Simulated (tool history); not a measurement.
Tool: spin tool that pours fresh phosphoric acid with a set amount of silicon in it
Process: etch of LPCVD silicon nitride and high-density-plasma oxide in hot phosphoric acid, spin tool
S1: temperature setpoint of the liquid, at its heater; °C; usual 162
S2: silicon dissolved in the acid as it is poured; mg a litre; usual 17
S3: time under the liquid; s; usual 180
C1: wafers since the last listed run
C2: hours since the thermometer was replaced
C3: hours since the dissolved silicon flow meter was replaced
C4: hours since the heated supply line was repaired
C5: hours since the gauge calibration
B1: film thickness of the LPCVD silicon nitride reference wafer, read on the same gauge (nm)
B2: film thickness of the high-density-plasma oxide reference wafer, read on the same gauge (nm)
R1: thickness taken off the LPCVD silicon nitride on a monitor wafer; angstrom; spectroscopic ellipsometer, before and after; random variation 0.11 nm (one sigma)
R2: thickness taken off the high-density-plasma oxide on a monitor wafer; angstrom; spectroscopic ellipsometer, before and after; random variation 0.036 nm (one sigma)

| run | hour | S1 | S2 | S3 | C1 | C2 | C3 | C4 | C5 | B1 | B2 | R1 | R2 |
|---|---|---|---|---|---|---|---|---|---|---|---|---|---|
| 1 | 0 | 162 | 17 | 180 | 0 | 2771.7 | 1411.9 | 560.9 | 127.5 | 39.96 | 79.975 | 134.8 | 6.28 |
| 2 | 10.8 | 162 | 17 | 180 | 85 | 2782.5 | 1422.7 | 571.7 | 138.3 | 39.98 | 80.015 | 135.8 | 6.61 |
| 3 | 25.3 | 162 | 17 | 180 | 114 | 2797 | 1437.2 | 586.2 | 152.8 | 40.01 | 79.971 | 133.6 | 6.3 |
| 4 | 35.7 | 162 | 17 | 180 | 81 | 2807.4 | 1447.6 | 596.6 | 163.2 | 40.02 | 79.996 | 131.7 | 6.62 |
| 5 | 43.1 | 162 | 17 | 180 | 58 | 2814.8 | 1455 | 604 | 170.6 | 40.02 | 79.996 | 134.5 | 6.54 |
| 6 | 51.6 | 162 | 17 | 180 | 66 | 2823.3 | 1463.5 | 612.5 | 179.1 | 39.95 | 79.983 | 133.9 | 6.39 |
|  | 54 | gauge calibrated |
| 7 | 69.2 | 162 | 17 | 180 | 138 | 2840.9 | 1481.1 | 630.1 | 15.2 | 40.02 | 79.987 | 132.9 | 6.55 |
| 8 | 76.2 | 163.5 | 17 | 180 | 55 | 2847.9 | 1488.1 | 637.1 | 22.2 | 40.03 | 80.025 | 140.8 | 6.49 |
| 9 | 83.4 | 163.5 | 13 | 180 | 56 | 2855.1 | 1495.3 | 644.3 | 29.4 | 40 | 80.004 | 140.7 | 7.96 |
| 10 | 94.3 | 164 | 7 | 270 | 85 | 2866 | 1506.2 | 655.2 | 40.3 | 40.03 | 80.008 | 211.1 | 14.11 |
|  | 101.3 | heated supply line repaired |
|  | 103 | dissolved silicon flow meter replaced |
| 11 | 108.1 | 160.5 | 17 | 180 | 92 | 2879.8 | 5.1 | 6.8 | 54.1 | 39.95 | 79.981 | 145.2 | 8.22 |
| 12 | 124 | 162 | 17 | 85 | 125 | 2895.7 | 21 | 22.7 | 70 | 39.99 | 79.993 | 71.6 | 4 |
| 13 | 135 | 162 | 17 | 180 | 86 | 2906.7 | 32 | 33.7 | 81 | 40.01 | 80.017 | 150 | 8.4 |
|  | 139.7 | thermometer replaced |
| 14 | 146.2 | 163.5 | 17 | 140 | 80 | 6.5 | 43.2 | 44.9 | 92.2 | 39.99 | 80.019 | 124.3 | 7.27 |
| 15 | 162.7 | 162 | 29.5 | 285 | 129 | 23 | 59.7 | 61.4 | 108.7 | 39.94 | 80.029 | 238.6 | 9.92 |
| 16 | 178.3 | 162 | 17 | 180 | 122 | 38.6 | 75.3 | 77 | 124.3 | 40.04 | 80.025 | 148.9 | 8.84 |

Forecast each of these 4 alternatives for the next run:
| A | 178.8 | 164.5 | 17 | 180 | 3 | 39.1 | 75.8 | 77.5 | 124.8 | ? | ? | ? | ? |
| B | 178.8 | 162 | 17 | 290 | 3 | 39.1 | 75.8 | 77.5 | 124.8 | ? | ? | ? | ? |
| C | 178.8 | 162 | 4 | 245 | 3 | 39.1 | 75.8 | 77.5 | 124.8 | ? | ? | ? | ? |
| D | 178.8 | 163 | 29 | 180 | 3 | 39.1 | 75.8 | 77.5 | 124.8 | ? | ? | ? | ? |

| run | B1 | B2 | R1 | R2 |
|---|---|---|---|---|
| A | 40 | 80.017 | 165.1 | 9.46 |
| B | 40 | 80.017 | 244.9 | 12.69 |
| C | 40 | 80.017 | 206.9 | 14.39 |
| D | 40 | 80.017 | 157.2 | 5.8 |
Without the tool's hidden state the same runs would have given:
| run | R1 | R2 |
|---|---|---|
| A | 167.8 | 9.79 |
| B | 248.9 | 13.15 |
| C | 210.2 | 14.91 |
| D | 159.7 | 6.01 |

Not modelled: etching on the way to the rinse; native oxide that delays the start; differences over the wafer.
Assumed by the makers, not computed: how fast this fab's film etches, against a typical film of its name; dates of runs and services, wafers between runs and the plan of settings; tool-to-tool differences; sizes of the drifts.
